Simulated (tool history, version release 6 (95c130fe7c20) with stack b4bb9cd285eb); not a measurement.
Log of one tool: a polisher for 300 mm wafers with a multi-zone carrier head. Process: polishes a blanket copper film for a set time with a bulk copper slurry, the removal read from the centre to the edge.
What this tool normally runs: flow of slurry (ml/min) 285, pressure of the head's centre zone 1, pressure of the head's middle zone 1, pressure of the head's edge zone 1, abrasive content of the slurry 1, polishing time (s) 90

run   hour  flow of slurry (ml/min)  pressure of the head's centre zone  pressure of the head's middle zone  pressure of the head's edge zone  abrasive content of the slurry  polishing time (s)  incoming thickness of the incoming film, nm  film removed at the wafer's centre (Å)
  1      0                      285                                   1                                   1                                 1                               1                  90                                       4075.6                                   12281
  2     26                      335                                   1                                1.11                                 1                               1                  90                                       4006.5                                   12744
  3   60.1                      360                                   1                                   1                                 1                               1                  90                                       4057.4                                   12730
  4   73.4                      285                                   1                                   1                                 1                               1                  90                                       4012.9                                   12400
  5   87.9                      285                                   1                                0.92                                 1                               1                  90                                       3945.5                                   12450
  6  119.4                      345                                   1                                   1                              0.95                               1                  90                                       4078.3                                   12585
     148.8  -- centre zone pressure recalibrated
  7  149.9                      285                                   1                                   1                                 1                               1                  90                                       3995.3                                   11131
  8  178.6                      285                                   1                                   1                                 1                             1.2                  90                                       4018.9                                   11381
     186.3  -- worn pad replaced by a new one
  9  206.2                      285                                   1                                   1                                 1                               1                  90                                       4063.1                                   11275
 10    231                      285                                   1                                   1                                 1                               1                  90                                       4000.5                                   11358
 11  259.4                      190                                1.09                                   1                              1.07                               1                  90                                         4080                                   11642
 12  273.6                      285                                1.08                                1.04                              1.08                               1                  90                                       4006.8                                   12390
 13  301.7                      205                                   1                                   1                                 1                               1                  90                                       4061.3                                   11159
 14  336.4                      285                                1.09                                 1.1                              0.97                             0.7                  90                                       3995.3                                   11839
 15  365.5                      285                                   1                                1.04                              1.07                            0.85                  90                                       4020.2                                   11201
 16  380.2                      285                                   1                                   1                                 1                               1                  90                                       4000.4                                   11406
 17  403.8                      240                                   1                                   1                               1.1                             0.8                  90                                       4068.1                                   10990
 18  436.1                      285                                   1                                   1                                 1                               1                  90                                       4043.1                                   11748
     458.6  -- worn pad replaced by a new one
 19  465.5                      285                                   1                                   1                                 1                               1                  90                                       4025.3                                   11842
 20  479.4                      285                                 1.1                                   1                               0.9                               1                  90                                       4010.7                                   12777

Forecast each of these 5 alternatives for the next run:
  A  479.9                      285                                   1                                   1                                 1                             0.9                  90                                       4007.9                                       ?
  B  479.9                      285                                1.05                                   1                              1.03                             0.7                  67                                       4007.9                                       ?
  C  479.9                      285                                   1                                0.92                              1.07                               1                  90                                       4007.9                                       ?
  D  479.9                      380                                   1                                   1                              0.97                               1                  90                                       4007.9                                       ?
  E  479.9                      285                                   1                                   1                                 1                             0.9                  77                                       4007.9                                       ?

run  film removed at the wafer's centre (Å)
  A                                   11469
  B                                    8632
  C                                   11618
  D                                   11983
  E                                    9812
The same runs, with their run-to-run variation unchanged, on a tool lacking any hidden condition would have given:
run  film removed at the wafer's centre (Å)
  A                                   10943
  B                                    8237
  C                                   11085
  D                                   11433
  E                                    9362

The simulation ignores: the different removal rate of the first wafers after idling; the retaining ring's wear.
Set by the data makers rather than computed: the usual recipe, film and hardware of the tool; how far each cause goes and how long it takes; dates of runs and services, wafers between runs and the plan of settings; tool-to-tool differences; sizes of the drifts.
